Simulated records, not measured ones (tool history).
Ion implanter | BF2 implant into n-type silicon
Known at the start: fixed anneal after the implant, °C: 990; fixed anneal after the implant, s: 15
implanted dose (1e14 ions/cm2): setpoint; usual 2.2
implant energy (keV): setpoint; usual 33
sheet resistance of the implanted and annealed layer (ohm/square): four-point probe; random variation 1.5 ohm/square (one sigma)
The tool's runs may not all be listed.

run     day  implanted dose (1e14 ions/cm2)  implant energy (keV)  read-back reference wafer on the same gauge, sheet resistance  sheet resistance of the implanted and annealed layer (ohm/square)
  1       0                            2.35                    33                                                         486.98                                                             435.17
  2   2.688                             2.2                    33                                                         487.29                                                              456.5
  3   5.196                             2.2                    33                                                         487.03                                                             457.82
  4   6.717                             2.2                    33                                                         486.55                                                             459.79
  5   8.279                             2.2                    33                                                         487.44                                                             458.01
  6  10.312                            2.39                    33                                                         486.35                                                             428.41
  7  12.721                             1.9                    33                                                         486.65                                                             518.52
  8   18.75                            2.55                    33                                                         487.39                                                             406.51
  9  21.608                            2.53                    36                                                         487.04                                                             407.66
 10  26.096                            2.53                    36                                                         486.68                                                             406.82
 11  27.154                            2.53                    36                                                         487.74                                                              406.9
 12  29.704                            2.02                    41                                                         486.84                                                             482.86
 13   31.15                            2.02                    41                                                         487.37                                                             484.77
 14  33.938                             2.2                    33                                                         487.17                                                             459.33
     36.283  -- extraction supply calibrated
 15  36.629                             2.2                    33                                                         487.39                                                             458.08
 16  38.338                             2.2                    33                                                         487.06                                                             459.14
 17  40.288                             2.2                    33                                                         486.69                                                             460.17
 18  41.317                             2.2                    33                                                         486.01                                                             462.93
 19  43.217                            1.67                  44.5                                                         486.01                                                             550.63
 20  45.496                            2.41                    38                                                         486.85                                                             421.98
 21  47.425                            1.96                    43                                                         487.11                                                             490.82
 22  50.371                            2.02                    27                                                         487.26                                                             499.92
 23  52.671                            2.39                    23                                                         486.74                                                             436.72
     57.667  -- gauge calibrated
 24  59.488                             2.2                    33                                                          486.7                                                             457.32
 25    61.8                             2.2                  38.5                                                         487.48                                                              453.2
     67.208  -- Faraday cup replaced and dose calibrated
 26   68.25                            2.44                    23                                                          486.5                                                              430.9
 27  69.929                            1.74                    37                                                         487.15                                                             547.78
 28  71.262                            1.58                    33                                                         486.86                                                             593.78
 29  72.633                            2.53                    36                                                         486.87                                                                408
 30  74.983                            2.72                    33                                                         486.61                                                             385.59
 31  77.462                            1.58                  43.5                                                         486.81                                                             576.77
 32  80.008                            2.02                    41                                                            487                                                             480.53
 33  81.454                            2.72                    44                                                         486.06                                                             378.72
 34  83.612                             2.2                  36.5                                                         487.09                                                             455.56
 35  86.392                             2.7                    38                                                         486.99                                                             386.01

3 ways to go on from here, each from the tool as it stands after run 35. What would each give?
  A  86.408                             2.2                    39                                                              ?                                                                  ?
  B  86.408                            1.66                    23                                                              ?                                                                  ?
  C  86.408                            1.81                    38                                                              ?                                                                  ?

run  read-back reference wafer on the same gauge, sheet resistance  sheet resistance of the implanted and annealed layer (ohm/square)
  A                                                         486.66                                                             452.98
  B                                                         486.66                                                             596.96
  C                                                         486.66                                                             528.62
Without the tool's hidden state the same runs would have given:
run  sheet resistance of the implanted and annealed layer (ohm/square)
  A                                                             452.98
  B                                                             596.96
  C                                                             528.62
